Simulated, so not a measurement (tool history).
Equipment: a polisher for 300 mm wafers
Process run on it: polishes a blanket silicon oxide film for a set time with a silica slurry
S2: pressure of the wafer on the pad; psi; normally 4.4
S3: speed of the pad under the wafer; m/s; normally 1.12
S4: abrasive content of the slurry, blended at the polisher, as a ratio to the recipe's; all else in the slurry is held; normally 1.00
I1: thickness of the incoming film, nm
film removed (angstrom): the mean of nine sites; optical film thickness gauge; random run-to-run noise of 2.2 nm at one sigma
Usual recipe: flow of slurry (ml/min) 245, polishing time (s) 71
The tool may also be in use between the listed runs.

run 1 hour=0.0 | flow_of_slurry_(ml/min)=195 S2=4.4 S3=1.38 S4=1.00 polishing_time_(s)=71 | I1=1362.3 | film_removed_(angstrom)=2297
-- hour=8.6 worn pad replaced by a new one
-- hour=20.8 slurry blender recalibrated
run 2 hour=40.2 | flow_of_slurry_(ml/min)=245 S2=4.4 S3=1.12 S4=1.00 polishing_time_(s)=71 | I1=1381.3 | film_removed_(angstrom)=1967
run 3 hour=49.2 | flow_of_slurry_(ml/min)=245 S2=4.4 S3=1.12 S4=1.00 polishing_time_(s)=71 | I1=1373.5 | film_removed_(angstrom)=1988
run 4 hour=65.9 | flow_of_slurry_(ml/min)=245 S2=4.4 S3=1.12 S4=1.00 polishing_time_(s)=71 | I1=1383.2 | film_removed_(angstrom)=1976
run 5 hour=81.8 | flow_of_slurry_(ml/min)=290 S2=4.4 S3=1.12 S4=1.00 polishing_time_(s)=71 | I1=1374.0 | film_removed_(angstrom)=1960
run 6 hour=124.7 | flow_of_slurry_(ml/min)=290 S2=4.4 S3=1.12 S4=1.00 polishing_time_(s)=71 | I1=1376.5 | film_removed_(angstrom)=1960
-- hour=129.7 slurry blender recalibrated
run 7 hour=133.7 | flow_of_slurry_(ml/min)=290 S2=4.4 S3=1.12 S4=1.00 polishing_time_(s)=71 | I1=1381.6 | film_removed_(angstrom)=1967
-- hour=137.1 head pressure recalibrated
-- hour=138.0 worn pad replaced by a new one
run 8 hour=140.7 | flow_of_slurry_(ml/min)=245 S2=4.4 S3=1.12 S4=1.00 polishing_time_(s)=71 | I1=1379.7 | film_removed_(angstrom)=1911
run 9 hour=152.0 | flow_of_slurry_(ml/min)=245 S2=4.4 S3=1.12 S4=1.00 polishing_time_(s)=71 | I1=1382.9 | film_removed_(angstrom)=1915
run 10 hour=159.3 | flow_of_slurry_(ml/min)=245 S2=4.0 S3=1.12 S4=1.00 polishing_time_(s)=48 | I1=1379.4 | film_removed_(angstrom)=1172
-- hour=161.5 slurry nozzle cleaned
run 11 hour=171.1 | flow_of_slurry_(ml/min)=205 S2=5.0 S3=1.12 S4=1.00 polishing_time_(s)=51 | I1=1355.7 | film_removed_(angstrom)=1574
run 12 hour=184.2 | flow_of_slurry_(ml/min)=245 S2=4.4 S3=1.12 S4=1.00 polishing_time_(s)=50 | I1=1359.7 | film_removed_(angstrom)=1398
run 13 hour=192.1 | flow_of_slurry_(ml/min)=245 S2=4.4 S3=1.12 S4=1.00 polishing_time_(s)=71 | I1=1387.2 | film_removed_(angstrom)=1957
run 14 hour=202.0 | flow_of_slurry_(ml/min)=330 S2=5.2 S3=0.88 S4=1.00 polishing_time_(s)=59 | I1=1374.8 | film_removed_(angstrom)=1644
-- hour=204.8 conditioning disc replaced and pad reconditioned
run 15 hour=218.8 | flow_of_slurry_(ml/min)=245 S2=4.9 S3=1.12 S4=1.00 polishing_time_(s)=71 | I1=1372.9 | film_removed_(angstrom)=2223
run 16 hour=227.5 | flow_of_slurry_(ml/min)=305 S2=4.4 S3=1.28 S4=1.20 polishing_time_(s)=71 | I1=1380.2 | film_removed_(angstrom)=2408
-- hour=231.7 slurry blender recalibrated
run 17 hour=241.8 | flow_of_slurry_(ml/min)=245 S2=3.7 S3=1.12 S4=1.25 polishing_time_(s)=88 | I1=1386.4 | film_removed_(angstrom)=2284
run 18 hour=252.6 | flow_of_slurry_(ml/min)=245 S2=4.4 S3=1.12 S4=1.00 polishing_time_(s)=71 | I1=1403.9 | film_removed_(angstrom)=1993
run 19 hour=266.4 | flow_of_slurry_(ml/min)=245 S2=5.0 S3=0.82 S4=1.15 polishing_time_(s)=56 | I1=1388.5 | film_removed_(angstrom)=1482
-- hour=273.7 worn pad replaced by a new one
run 20 hour=283.4 | flow_of_slurry_(ml/min)=245 S2=4.4 S3=0.82 S4=1.15 polishing_time_(s)=71 | I1=1386.5 | film_removed_(angstrom)=1600
run 21 hour=295.6 | flow_of_slurry_(ml/min)=245 S2=4.4 S3=1.52 S4=1.00 polishing_time_(s)=71 | I1=1370.6 | film_removed_(angstrom)=2527
run 22 hour=312.8 | flow_of_slurry_(ml/min)=245 S2=4.4 S3=1.12 S4=1.00 polishing_time_(s)=71 | I1=1387.5 | film_removed_(angstrom)=1952
run 23 hour=325.1 | flow_of_slurry_(ml/min)=245 S2=4.4 S3=1.12 S4=1.00 polishing_time_(s)=71 | I1=1395.1 | film_removed_(angstrom)=2008
run 24 hour=332.6 | flow_of_slurry_(ml/min)=245 S2=4.4 S3=1.12 S4=1.10 polishing_time_(s)=71 | I1=1371.2 | film_removed_(angstrom)=2057
run 25 hour=340.1 | flow_of_slurry_(ml/min)=245 S2=4.4 S3=1.12 S4=1.00 polishing_time_(s)=71 | I1=1375.0 | film_removed_(angstrom)=1966
-- hour=342.7 slurry blender recalibrated
run 26 hour=346.4 | flow_of_slurry_(ml/min)=310 S2=4.4 S3=1.12 S4=1.30 polishing_time_(s)=71 | I1=1378.8 | film_removed_(angstrom)=2253

Here are 3 independent what-if runs from the current tool condition. What would each one return?
run A hour=346.8 | flow_of_slurry_(ml/min)=245 S2=4.4 S3=1.12 S4=0.75 polishing_time_(s)=71 | I1=1391.1 | film_removed_(angstrom)=?
run B hour=346.8 | flow_of_slurry_(ml/min)=245 S2=4.4 S3=1.12 S4=0.85 polishing_time_(s)=71 | I1=1391.1 | film_removed_(angstrom)=?
run C hour=346.8 | flow_of_slurry_(ml/min)=245 S2=4.4 S3=1.12 S4=1.00 polishing_time_(s)=85 | I1=1391.1 | film_removed_(angstrom)=?

run=A film_removed_(angstrom)=1719
run=B film_removed_(angstrom)=1824
run=C film_removed_(angstrom)=2348
Stripped of hidden state, with their random variation kept, the same runs would have yielded:
run=A film_removed_(angstrom)=1740
run=B film_removed_(angstrom)=1846
run=C film_removed_(angstrom)=2376
